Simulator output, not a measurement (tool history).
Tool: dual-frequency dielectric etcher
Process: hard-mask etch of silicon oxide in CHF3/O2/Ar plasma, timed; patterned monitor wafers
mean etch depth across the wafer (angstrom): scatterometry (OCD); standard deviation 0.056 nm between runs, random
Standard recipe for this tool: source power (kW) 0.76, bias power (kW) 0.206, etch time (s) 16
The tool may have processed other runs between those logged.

| run | hour | source power (kW) | bias power (kW) | etch time (s) | wafers since the last listed run | hours since the last wet clean | hours since the last source power generator calibration | hours since the last bias power generator calibration | hours since the last upper electrode change | hours since the gauge calibration | read-back reference wafer on the same gauge, depth_nm | mean etch depth across the wafer (angstrom) |
|---|---|---|---|---|---|---|---|---|---|---|---|---|
| 1 | 0 | 0.76 | 0.206 | 16 | 0 | 286 | 2745 | 3810.7 | 5456 | 739.1 | 44.62 | 379.6 |
| 2 | 44.4 | 0.76 | 0.206 | 16 | 541 | 330.4 | 2789.4 | 3855.1 | 5500.4 | 783.5 | 44.59 | 379.8 |
|  | 56 | gauge calibrated |
| 3 | 125.8 | 0.76 | 0.206 | 16 | 992 | 411.8 | 2870.8 | 3936.5 | 5581.8 | 69.8 | 44.59 | 378.6 |
| 4 | 192.7 | 0.76 | 0.206 | 16 | 815 | 478.7 | 2937.7 | 4003.4 | 5648.7 | 136.7 | 44.6 | 378.7 |
| 5 | 231.1 | 0.76 | 0.206 | 16 | 468 | 517.1 | 2976.1 | 4041.8 | 5687.1 | 175.1 | 44.6 | 379.1 |
|  | 265.3 | wet clean of the chamber |
|  | 380.5 | upper electrode replaced |
|  | 425 | bias power generator calibrated |
| 6 | 451.2 | 0.76 | 0.206 | 16 | 2049 | 185.9 | 3196.2 | 26.2 | 70.7 | 395.2 | 44.61 | 381 |
| 7 | 524.8 | 0.76 | 0.175 | 16 | 897 | 259.5 | 3269.8 | 99.8 | 144.3 | 468.8 | 44.59 | 357.9 |
| 8 | 575.8 | 0.76 | 0.175 | 16 | 621 | 310.5 | 3320.8 | 150.8 | 195.3 | 519.8 | 44.6 | 357.5 |
| 9 | 624.6 | 0.76 | 0.206 | 16 | 595 | 359.3 | 3369.6 | 199.6 | 244.1 | 568.6 | 44.6 | 380.6 |
| 10 | 673.5 | 0.76 | 0.159 | 14.5 | 596 | 408.2 | 3418.5 | 248.5 | 293 | 617.5 | 44.6 | 313.1 |
|  | 756.1 | wet clean of the chamber |
| 11 | 756.6 | 0.63 | 0.163 | 19 | 720 | 0.5 | 3501.6 | 331.6 | 376.1 | 700.6 | 44.6 | 392.9 |
|  | 815.9 | gauge calibrated |
|  | 830.9 | source power generator calibrated |
| 12 | 831.7 | 0.59 | 0.206 | 19.5 | 866 | 75.6 | 0.8 | 406.7 | 451.2 | 15.8 | 44.59 | 423.2 |
| 13 | 935.4 | 0.94 | 0.222 | 16 | 1264 | 179.3 | 104.5 | 510.4 | 554.9 | 119.5 | 44.58 | 414 |
| 14 | 1008 | 0.71 | 0.167 | 20.5 | 885 | 251.9 | 177.1 | 583 | 627.5 | 192.1 | 44.59 | 436 |
| 15 | 1100.7 | 0.76 | 0.256 | 18 | 1130 | 344.6 | 269.8 | 675.7 | 720.2 | 284.8 | 44.6 | 458.4 |
| 16 | 1159.4 | 0.76 | 0.206 | 16 | 715 | 403.3 | 328.5 | 734.4 | 778.9 | 343.5 | 44.6 | 376.6 |
|  | 1246.3 | wet clean of the chamber |
| 17 | 1260.4 | 0.58 | 0.158 | 16 | 938 | 14.1 | 429.5 | 835.4 | 879.9 | 444.5 | 44.61 | 314.2 |

Alternative continuations, all from the tool just after run 17; predict every row:
| A | 1260.8 | 0.76 | 0.206 | 16 | 4 | 14.5 | 429.9 | 835.8 | 880.3 | 444.9 | ? | ? |
| B | 1260.8 | 0.6 | 0.157 | 16 | 4 | 14.5 | 429.9 | 835.8 | 880.3 | 444.9 | ? | ? |
| C | 1260.8 | 0.76 | 0.243 | 16 | 4 | 14.5 | 429.9 | 835.8 | 880.3 | 444.9 | ? | ? |
| D | 1260.8 | 0.92 | 0.17 | 16 | 4 | 14.5 | 429.9 | 835.8 | 880.3 | 444.9 | ? | ? |

| run | read-back reference wafer on the same gauge, depth_nm | mean etch depth across the wafer (angstrom) |
|---|---|---|
| A | 44.61 | 377 |
| B | 44.61 | 316.4 |
| C | 44.61 | 401.3 |
| D | 44.61 | 373.9 |
Without the tool's unlogged condition, the same runs would have read:
| run | mean etch depth across the wafer (angstrom) |
|---|---|
| A | 376.5 |
| B | 316 |
| C | 400.7 |
| D | 373.4 |
